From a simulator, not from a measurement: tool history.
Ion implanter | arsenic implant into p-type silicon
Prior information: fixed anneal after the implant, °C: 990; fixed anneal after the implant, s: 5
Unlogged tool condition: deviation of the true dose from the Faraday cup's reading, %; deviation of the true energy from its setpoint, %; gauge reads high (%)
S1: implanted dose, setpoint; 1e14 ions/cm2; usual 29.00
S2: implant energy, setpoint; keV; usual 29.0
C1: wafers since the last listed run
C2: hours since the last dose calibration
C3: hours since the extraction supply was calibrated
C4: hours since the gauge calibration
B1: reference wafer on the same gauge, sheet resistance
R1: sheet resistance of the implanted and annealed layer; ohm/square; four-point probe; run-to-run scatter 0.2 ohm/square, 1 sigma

run	hour	S1	S2	C1	C2	C3	C4	B1	R1
1	0.0	29.00	29.0	0	1696.5	4549.9	120.4	94.05	97.38
2	9.1	32.79	29.0	182	1705.6	4559.0	129.5	94.09	96.20
3	42.5	32.79	29.0	669	1739.0	4592.4	162.9	94.03	96.32
4	54.0	33.91	29.0	230	1750.5	4603.9	174.4	94.12	95.57
5	71.8	29.00	29.0	356	1768.3	4621.7	192.2	94.17	97.50
6	80.8	29.00	32.5	180	1777.3	4630.7	201.2	94.08	91.49
7	97.6	29.00	32.5	336	1794.1	4647.5	218.0	94.07	91.47
8	106.3	29.00	29.0	174	1802.8	4656.2	226.7	94.11	97.27
9	122.0	29.00	29.0	314	1818.5	4671.9	242.4	94.10	97.96
10	139.7	29.00	29.0	354	1836.2	4689.6	260.1	94.13	97.57
11	157.4	29.00	29.0	354	1853.9	4707.3	277.8	94.15	97.93
12	168.5	29.00	29.0	222	1865.0	4718.4	288.9	94.13	97.68
13	182.6	34.14	29.0	282	1879.1	4732.5	303.0	94.11	95.58
14	189.6	29.00	29.0	140	1886.1	4739.5	310.0	94.13	97.24
15	199.2	29.00	29.0	192	1895.7	4749.1	319.6	94.04	97.48
16	212.7	29.00	29.0	270	1909.2	4762.6	333.1	94.00	97.52
17	227.8	29.00	29.0	302	1924.3	4777.7	348.2	94.13	97.99
18	238.5	29.00	29.0	214	1935.0	4788.4	358.9	94.11	97.79
19	247.9	29.00	29.0	188	1944.4	4797.8	368.3	94.09	97.78
20	254.1	25.57	24.5	124	1950.6	4804.0	374.5	94.17	109.05
# hour 270.4: extraction supply calibrated
21	276.2	29.00	21.5	282	1972.7	5.8	396.6	94.16	115.36
22	282.8	29.00	19.5	132	1979.3	12.4	403.2	94.09	121.44
23	300.2	23.92	21.0	348	1996.7	29.8	420.6	94.10	118.75
24	332.9	24.17	36.5	655	2029.4	62.5	453.3	94.05	88.22
25	347.3	29.00	39.0	288	2043.8	76.9	467.7	94.12	82.49
# hour 358.0: gauge calibrated
# hour 368.9: Faraday cup replaced and dose calibrated
26	369.4	36.56	21.0	282	0.5	99.0	11.4	94.11	114.41
27	381.4	26.37	37.0	240	12.5	111.0	23.4	94.08	86.53
28	424.7	37.63	39.0	868	55.8	154.3	66.7	94.10	79.69
29	433.5	32.59	34.0	176	64.6	163.1	75.5	94.01	87.75
30	445.6	29.00	29.0	242	76.7	175.2	87.6	94.09	97.61
31	452.7	23.41	22.5	142	83.8	182.3	94.7	94.10	115.62
32	463.5	31.47	36.0	216	94.6	193.1	105.5	94.09	85.53
33	472.0	22.63	34.0	170	103.1	201.6	114.0	94.10	92.46
34	485.4	29.00	29.0	268	116.5	215.0	127.4	94.07	97.85
35	496.9	29.00	29.0	230	128.0	226.5	138.9	94.14	97.58
36	510.6	29.00	29.0	274	141.7	240.2	152.6	94.07	97.82

For each entry between runs, how does the tool's hidden state at the last listed run before it compare with that at the first listed run after it?
Runs 20 to 21: extraction supply calibrated (hour 270.4)
  no difference in the tool's unlogged condition between these two runs
Runs 25 to 26: gauge calibrated (hour 358.0); Faraday cup replaced and dose calibrated (hour 368.9)
  no difference in the tool's unlogged condition between these two runs
